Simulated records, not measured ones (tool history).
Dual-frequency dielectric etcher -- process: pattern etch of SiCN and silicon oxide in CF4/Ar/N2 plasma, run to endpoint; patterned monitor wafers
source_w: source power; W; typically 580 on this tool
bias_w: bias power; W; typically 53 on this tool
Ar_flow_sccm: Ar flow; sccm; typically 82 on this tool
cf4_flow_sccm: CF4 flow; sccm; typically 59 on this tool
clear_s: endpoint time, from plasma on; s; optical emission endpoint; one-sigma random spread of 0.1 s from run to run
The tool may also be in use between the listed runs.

| run | day | source_w | bias_w | Ar_flow_sccm | cf4_flow_sccm | incoming incoming film thickness, nm | clear_s |
|---|---|---|---|---|---|---|---|
| 1 | 0.000 | 580 | 53 | 82 | 59 | 12.66 | 13.4 |
| 2 | 1.517 | 580 | 53 | 82 | 59 | 12.63 | 13.3 |
|  | 4.746 | wet clean of the chamber |
| 3 | 4.767 | 520 | 53 | 82 | 59 | 12.56 | 14.6 |
| 4 | 6.621 | 520 | 53 | 82 | 59 | 12.64 | 14.9 |
| 5 | 8.300 | 580 | 53 | 82 | 59 | 12.46 | 13.5 |
| 6 | 11.296 | 450 | 53 | 82 | 59 | 12.53 | 15.7 |
|  | 13.104 | bias power generator calibrated |
| 7 | 14.108 | 580 | 60 | 82 | 47 | 12.69 | 13.9 |
| 8 | 15.629 | 580 | 64 | 68 | 59 | 12.60 | 12.3 |
| 9 | 17.588 | 620 | 65 | 96 | 66 | 12.51 | 12.1 |
| 10 | 20.571 | 490 | 65 | 98 | 73 | 12.59 | 13.8 |
| 11 | 22.758 | 580 | 44 | 87 | 59 | 12.49 | 14.4 |
|  | 25.588 | wet clean of the chamber |
|  | 26.400 | upper electrode replaced |
| 12 | 26.421 | 710 | 41 | 82 | 72 | 12.60 | 12.4 |
| 13 | 27.700 | 720 | 65 | 82 | 48 | 12.48 | 11.7 |
| 14 | 29.150 | 580 | 53 | 82 | 59 | 12.60 | 14.0 |
|  | 29.529 | Ar flow controller replaced |
| 15 | 31.412 | 580 | 58 | 82 | 59 | 12.62 | 13.4 |
|  | 33.071 | source power generator calibrated |
| 16 | 33.092 | 620 | 53 | 82 | 59 | 12.49 | 12.9 |
| 17 | 35.529 | 470 | 53 | 74 | 67 | 12.51 | 14.6 |
| 18 | 37.738 | 580 | 40 | 100 | 44 | 12.70 | 17.0 |
| 19 | 39.425 | 580 | 53 | 82 | 59 | 12.63 | 13.5 |
|  | 42.054 | wet clean of the chamber |
| 20 | 42.075 | 580 | 53 | 82 | 50 | 12.50 | 14.2 |
| 21 | 49.542 | 680 | 53 | 82 | 69 | 12.56 | 11.8 |
| 22 | 51.221 | 580 | 62 | 82 | 59 | 12.62 | 13.0 |

The next listed run, before its measurement:
| 23 | 52.758 | 580 | 53 | 82 | 59 | 12.54 | ? |

{"run 23": {"clear_s": 13.5}}
On a tool with no hidden condition, and with the same random variation, this run would have come out at clear_s 13.7 s.
